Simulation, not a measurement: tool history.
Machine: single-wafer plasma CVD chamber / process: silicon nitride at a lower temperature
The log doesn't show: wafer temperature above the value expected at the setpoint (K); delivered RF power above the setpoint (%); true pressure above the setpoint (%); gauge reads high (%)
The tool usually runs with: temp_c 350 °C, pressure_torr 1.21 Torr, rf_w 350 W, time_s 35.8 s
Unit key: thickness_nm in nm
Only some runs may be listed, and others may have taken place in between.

run     day  temp_c  pressure_torr  rf_w  time_s  wafers since the last listed run  hours since the last thermocouple change  hours since the last RF generator calibration  hours since the last manometer calibration  hours since the showerhead was replaced  hours since the gauge calibration  read-back reference wafer on the same gauge, thickness_nm  thickness_nm
  1   0.000     356           1.21   350    35.8                                 0                                     895.1                                          447.3                                      2289.3                                   5743.2                              566.7                                                     37.514        41.960
  2  12.008     356           1.21   350    35.8                              5836                                    1183.3                                          735.5                                      2577.5                                   6031.4                              854.9                                                     37.509        41.674
  3  13.796     350           1.21   315    30.1                               868                                    1226.2                                          778.4                                      2620.4                                   6074.3                              897.8                                                     37.475        32.795
  4  18.200     350           1.21   350    35.8                              2140                                    1331.9                                          884.1                                      2726.1                                   6180.0                             1003.5                                                     37.486        41.622
  5  20.846     350           1.21   350    35.8                              1285                                    1395.4                                          947.6                                      2789.6                                   6243.5                             1067.0                                                     37.463        41.337
  6  24.917     350           1.21   350    35.8                              1978                                    1493.1                                         1045.3                                      2887.3                                   6341.2                             1164.7                                                     37.530        41.223
  7  27.821     342           1.21   350    35.8                              1411                                    1562.8                                         1115.0                                      2957.0                                   6410.9                             1234.4                                                     37.509        41.191
     30.846  -- RF generator calibrated
     31.438  -- thermocouple changed; heater temperature recalibrated
  8  31.758     342           1.21   350    35.8                              1589                                       7.7                                           21.9                                      3051.5                                   6505.4                             1328.9                                                     37.473        42.328
  9  34.188     350           1.21   350    35.8                              1180                                      66.0                                           80.2                                      3109.8                                   6563.7                             1387.2                                                     37.537        41.960
 10  35.883     343           1.21   350    32.3                               824                                     106.7                                          120.9                                      3150.5                                   6604.4                             1427.9                                                     37.510        38.160
     37.421  -- gauge calibrated
 11  37.879     350           1.07   350    31.9                               969                                     154.6                                          168.8                                      3198.4                                   6652.3                               11.0                                                     37.477        36.317
 12  40.108     364           1.12   395    31.3                              1083                                     208.1                                          222.3                                      3251.9                                   6705.8                               64.5                                                     37.515        38.632
     42.596  -- capacitance manometer re-zeroed and calibrated
 13  44.483     339           1.21   350    30.6                              1964                                     313.1                                          327.3                                        45.3                                   6810.8                              169.5                                                     37.463        35.816
     46.779  -- showerhead replaced
 14  47.062     350           1.21   350    35.8                              1091                                     375.0                                          389.2                                       107.2                                      6.8                              231.4                                                     37.478        42.104
 15  51.029     358           1.21   350    35.8                              1927                                     470.2                                          484.4                                       202.4                                    102.0                              326.6                                                     37.509        41.918
 16  52.767     358           1.30   400    40.2                               844                                     511.9                                          526.1                                       244.1                                    143.7                              368.3                                                     37.485        51.851
 17  56.312     350           0.95   350    35.8                              1723                                     597.0                                          611.2                                       329.2                                    228.8                              453.4                                                     37.495        39.675
 18  60.133     339           0.97   350    35.8                              1856                                     688.7                                          702.9                                       420.9                                    320.5                              545.1                                                     37.489        39.667
 19  62.758     350           1.21   315    30.1                              1275                                     751.7                                          765.9                                       483.9                                    383.5                              608.1                                                     37.492        32.871

Take each entry between the runs: how does the hidden state at the last listed run before it differ from the hidden state at the first listed run after it?
In the gap between runs 7 and 8: RF generator calibrated (day 30.846); thermocouple changed; heater temperature recalibrated (day 31.438)
  delivered RF power above the setpoint (%): -4.3 -> -0.248
  measured less the result without the state, thickness_nm: -1.078 -> -0.062 nm
In the gap between runs 10 and 11: gauge calibrated (day 37.421)
  delivered RF power above the setpoint (%): -0.295 -> -0.342
  measured less the result without the state, thickness_nm: -0.066 -> -0.073 nm
In the gap between runs 12 and 13: capacitance manometer re-zeroed and calibrated (day 42.596)
  delivered RF power above the setpoint (%): -0.413 -> -0.607
  measured less the result without the state, thickness_nm: -0.088 -> -0.128 nm
In the gap between runs 13 and 14: showerhead replaced (day 46.779)
  delivered RF power above the setpoint (%): -0.607 -> -0.757
  measured less the result without the state, thickness_nm: -0.128 -> -0.188 nm
